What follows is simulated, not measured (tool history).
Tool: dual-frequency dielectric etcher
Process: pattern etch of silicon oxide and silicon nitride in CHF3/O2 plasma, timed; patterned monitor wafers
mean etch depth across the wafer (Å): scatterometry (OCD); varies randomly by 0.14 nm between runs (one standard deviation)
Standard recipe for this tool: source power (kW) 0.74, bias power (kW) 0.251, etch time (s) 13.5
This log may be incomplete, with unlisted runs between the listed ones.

| run | hour | source power (kW) | bias power (kW) | etch time (s) | wafers since the last listed run | hours since the last wet clean | hours since the last source power generator calibration | hours since the last bias power generator calibration | hours since the last upper electrode change | hours since the gauge calibration | read-back reference wafer on the same gauge, depth_nm | mean etch depth across the wafer (Å) |
|---|---|---|---|---|---|---|---|---|---|---|---|---|
| 1 | 0 | 0.74 | 0.251 | 13.5 | 0 | 133.7 | 2063.5 | 1962.8 | 4578.2 | 119.6 | 26.29 | 251.5 |
| 2 | 14 | 0.74 | 0.251 | 13.5 | 224 | 147.7 | 2077.5 | 1976.8 | 4592.2 | 133.6 | 26.27 | 252.6 |
| 3 | 31.6 | 0.74 | 0.251 | 13.5 | 282 | 165.3 | 2095.1 | 1994.4 | 4609.8 | 151.2 | 26.31 | 249.6 |
| 4 | 49.1 | 0.74 | 0.251 | 13.5 | 280 | 182.8 | 2112.6 | 2011.9 | 4627.3 | 168.7 | 26.31 | 251.3 |
| 5 | 73 | 0.66 | 0.251 | 13.5 | 383 | 206.7 | 2136.5 | 2035.8 | 4651.2 | 192.6 | 26.23 | 232.8 |
| 6 | 97.4 | 0.66 | 0.251 | 13.5 | 391 | 231.1 | 2160.9 | 2060.2 | 4675.6 | 217 | 26.3 | 234.7 |
| 7 | 112.2 | 0.74 | 0.251 | 13.5 | 237 | 245.9 | 2175.7 | 2075 | 4690.4 | 231.8 | 26.31 | 252.8 |
| 8 | 172.4 | 0.74 | 0.251 | 13.5 | 965 | 306.1 | 2235.9 | 2135.2 | 4750.6 | 292 | 26.31 | 253.3 |
| 9 | 189.9 | 0.74 | 0.251 | 13.5 | 280 | 323.6 | 2253.4 | 2152.7 | 4768.1 | 309.5 | 26.29 | 254.3 |
| 10 | 203.7 | 0.74 | 0.251 | 13.5 | 221 | 337.4 | 2267.2 | 2166.5 | 4781.9 | 323.3 | 26.26 | 254.3 |
| 11 | 230.3 | 0.74 | 0.251 | 13.5 | 426 | 364 | 2293.8 | 2193.1 | 4808.5 | 349.9 | 26.26 | 252.5 |
| 12 | 259.8 | 0.74 | 0.251 | 13.5 | 472 | 393.5 | 2323.3 | 2222.6 | 4838 | 379.4 | 26.26 | 255.5 |
|  | 351.1 | wet clean of the chamber |
| 13 | 351.6 | 0.74 | 0.251 | 13.5 | 1086 | 0.5 | 2415.1 | 2314.4 | 4929.8 | 471.2 | 26.3 | 245.7 |
| 14 | 369.9 | 0.74 | 0.251 | 13.5 | 293 | 18.8 | 2433.4 | 2332.7 | 4948.1 | 489.5 | 26.28 | 246 |
|  | 396.3 | upper electrode replaced |
| 15 | 401 | 0.74 | 0.251 | 13.5 | 113 | 49.9 | 2464.5 | 2363.8 | 4.7 | 520.6 | 26.28 | 247.8 |
|  | 407.2 | source power generator calibrated |
| 16 | 429.4 | 0.84 | 0.251 | 16 | 391 | 78.3 | 22.2 | 2392.2 | 33.1 | 549 | 26.26 | 316.1 |
| 17 | 450 | 0.68 | 0.251 | 13.5 | 330 | 98.9 | 42.8 | 2412.8 | 53.7 | 569.6 | 26.23 | 236.2 |
|  | 475 | bias power generator calibrated |
| 18 | 476.2 | 0.91 | 0.251 | 13.5 | 355 | 125.1 | 69 | 1.2 | 79.9 | 595.8 | 26.31 | 281.3 |
|  | 483.3 | gauge calibrated |
| 19 | 499.4 | 0.9 | 0.251 | 13.5 | 371 | 148.3 | 92.2 | 24.4 | 103.1 | 16.1 | 26.32 | 278.4 |
| 20 | 527.6 | 0.74 | 0.251 | 16.5 | 452 | 176.5 | 120.4 | 52.6 | 131.3 | 44.3 | 26.31 | 305.9 |
| 21 | 556 | 0.74 | 0.251 | 13.5 | 455 | 204.9 | 148.8 | 81 | 159.7 | 72.7 | 26.3 | 249.4 |
| 22 | 580.2 | 0.74 | 0.251 | 13.5 | 387 | 229.1 | 173 | 105.2 | 183.9 | 96.9 | 26.3 | 249.5 |
| 23 | 616.2 | 0.74 | 0.251 | 13.5 | 577 | 265.1 | 209 | 141.2 | 219.9 | 132.9 | 26.29 | 248.7 |
| 24 | 638.7 | 0.89 | 0.251 | 11 | 360 | 287.6 | 231.5 | 163.7 | 242.4 | 155.4 | 26.3 | 227.8 |
| 25 | 654.3 | 0.86 | 0.251 | 10 | 250 | 303.2 | 247.1 | 179.3 | 258 | 171 | 26.28 | 203.8 |
| 26 | 675.2 | 0.57 | 0.251 | 13.5 | 335 | 324.1 | 268 | 200.2 | 278.9 | 191.9 | 26.36 | 213.1 |
| 27 | 687.8 | 0.62 | 0.287 | 11 | 202 | 336.7 | 280.6 | 212.8 | 291.5 | 204.5 | 26.31 | 195.2 |

Each run again, without the hidden state but with its own random variation kept:
The hidden state here: etch rate over this chamber's usual, %; source power that arrives over what is set, %; bias power that arrives over what is set, %; gauge reads high (%).
| run | mean etch depth across the wafer (Å) |
|---|---|
| 1 | 248 |
| 2 | 248.8 |
| 3 | 245.5 |
| 4 | 246.8 |
| 5 | 228.2 |
| 6 | 229.6 |
| 7 | 247.1 |
| 8 | 246.4 |
| 9 | 247 |
| 10 | 246.7 |
| 11 | 244.4 |
| 12 | 246.7 |
| 13 | 246.2 |
| 14 | 246.2 |
| 15 | 247.4 |
| 16 | 314.8 |
| 17 | 234.9 |
| 18 | 279.1 |
| 19 | 275.6 |
| 20 | 302.1 |
| 21 | 245.8 |
| 22 | 245.4 |
| 23 | 243.9 |
| 24 | 223 |
| 25 | 199.3 |
| 26 | 208 |
| 27 | 190.3 |

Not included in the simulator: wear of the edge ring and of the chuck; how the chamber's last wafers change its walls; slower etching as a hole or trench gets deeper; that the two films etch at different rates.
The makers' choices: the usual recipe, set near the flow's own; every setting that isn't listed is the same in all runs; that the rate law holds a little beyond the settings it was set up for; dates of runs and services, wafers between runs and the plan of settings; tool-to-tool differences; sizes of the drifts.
